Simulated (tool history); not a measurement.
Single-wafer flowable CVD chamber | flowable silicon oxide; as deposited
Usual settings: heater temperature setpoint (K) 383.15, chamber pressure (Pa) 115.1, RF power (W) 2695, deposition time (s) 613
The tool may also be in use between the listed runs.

| run | hour | heater temperature setpoint (K) | chamber pressure (Pa) | RF power (W) | deposition time (s) | wafers since the last listed run | hours since the last thermocouple change | hours since the last RF generator calibration | hours since the last manometer calibration | hours since the showerhead was replaced | hours since the gauge calibration | read-back reference wafer on the same gauge, thickness_nm | mean film thickness on the monitor wafer (angstrom) |
|---|---|---|---|---|---|---|---|---|---|---|---|---|---|
| 1 | 0.0 | 383.15 | 123.2 | 2695 | 613 | 0 | 1750.4 | 409.6 | 519.1 | 6518.5 | 790.0 | 330.676 | 2865.07 |
| 2 | 24.0 | 383.15 | 123.2 | 2695 | 613 | 70 | 1774.4 | 433.6 | 543.1 | 6542.5 | 814.0 | 330.842 | 2855.01 |
| 3 | 67.1 | 383.15 | 123.2 | 2695 | 613 | 126 | 1817.5 | 476.7 | 586.2 | 6585.6 | 857.1 | 331.157 | 2837.63 |
| 4 | 134.5 | 383.15 | 115.1 | 2695 | 613 | 197 | 1884.9 | 544.1 | 653.6 | 6653.0 | 924.5 | 331.207 | 2674.21 |
| 5 | 185.1 | 383.15 | 115.1 | 2695 | 613 | 147 | 1935.5 | 594.7 | 704.2 | 6703.6 | 975.1 | 331.034 | 2671.45 |
|  | 217.7 | showerhead replaced |
| 6 | 226.2 | 383.15 | 123.1 | 2695 | 613 | 96 | 1976.6 | 635.8 | 745.3 | 8.5 | 1016.2 | 330.941 | 2845.52 |
| 7 | 260.0 | 383.15 | 123.1 | 2695 | 613 | 98 | 2010.4 | 669.6 | 779.1 | 42.3 | 1050.0 | 330.916 | 2856.31 |
| 8 | 287.7 | 383.15 | 123.1 | 2695 | 613 | 80 | 2038.1 | 697.3 | 806.8 | 70.0 | 1077.7 | 331.242 | 2847.66 |
|  | 322.4 | thermocouple changed; heater temperature recalibrated |
| 9 | 336.5 | 383.15 | 126.5 | 2695 | 613 | 119 | 14.1 | 746.1 | 855.6 | 118.8 | 1126.5 | 330.839 | 3091.19 |
| 10 | 405.6 | 383.15 | 126.5 | 2695 | 613 | 202 | 83.2 | 815.2 | 924.7 | 187.9 | 1195.6 | 331.021 | 3056.58 |
|  | 439.8 | capacitance manometer re-zeroed and calibrated |
|  | 442.3 | RF generator calibrated |
| 11 | 442.8 | 383.15 | 115.1 | 2425 | 655 | 78 | 120.4 | 0.5 | 3.0 | 225.1 | 1232.8 | 331.203 | 2906.69 |
| 12 | 480.4 | 383.15 | 128.7 | 2165 | 553 | 109 | 158.0 | 38.1 | 40.6 | 262.7 | 1270.4 | 330.836 | 2709.83 |
| 13 | 546.6 | 369.15 | 115.1 | 2435 | 659 | 193 | 224.2 | 104.3 | 106.8 | 328.9 | 1336.6 | 330.975 | 4434.89 |
| 14 | 572.4 | 372.15 | 115.1 | 3045 | 613 | 75 | 250.0 | 130.1 | 132.6 | 354.7 | 1362.4 | 331.111 | 3818.15 |
| 15 | 606.5 | 383.15 | 115.1 | 3200 | 613 | 99 | 284.1 | 164.2 | 166.7 | 388.8 | 1396.5 | 331.117 | 2786.47 |
| 16 | 672.9 | 383.15 | 115.1 | 2695 | 613 | 194 | 350.5 | 230.6 | 233.1 | 455.2 | 1462.9 | 331.165 | 2727.60 |
| 17 | 700.5 | 378.15 | 134.7 | 2695 | 491 | 80 | 378.1 | 258.2 | 260.7 | 482.8 | 1490.5 | 331.208 | 2952.16 |
| 18 | 760.0 | 383.15 | 115.1 | 2695 | 613 | 173 | 437.6 | 317.7 | 320.2 | 542.3 | 1550.0 | 331.090 | 2695.84 |

Forecast run 19:
| 19 | 819.6 | 374.15 | 90.8 | 3110 | 689 | 174 | 497.2 | 377.3 | 379.8 | 601.9 | 1609.6 | ? | ? |

Run 19 gave read-back reference wafer on the same gauge, thickness_nm 331.376, mean film thickness on the monitor wafer (angstrom) 3133.89.
Without the tool's hidden state the same run would have given mean film thickness on the monitor wafer (angstrom) 3264.18.
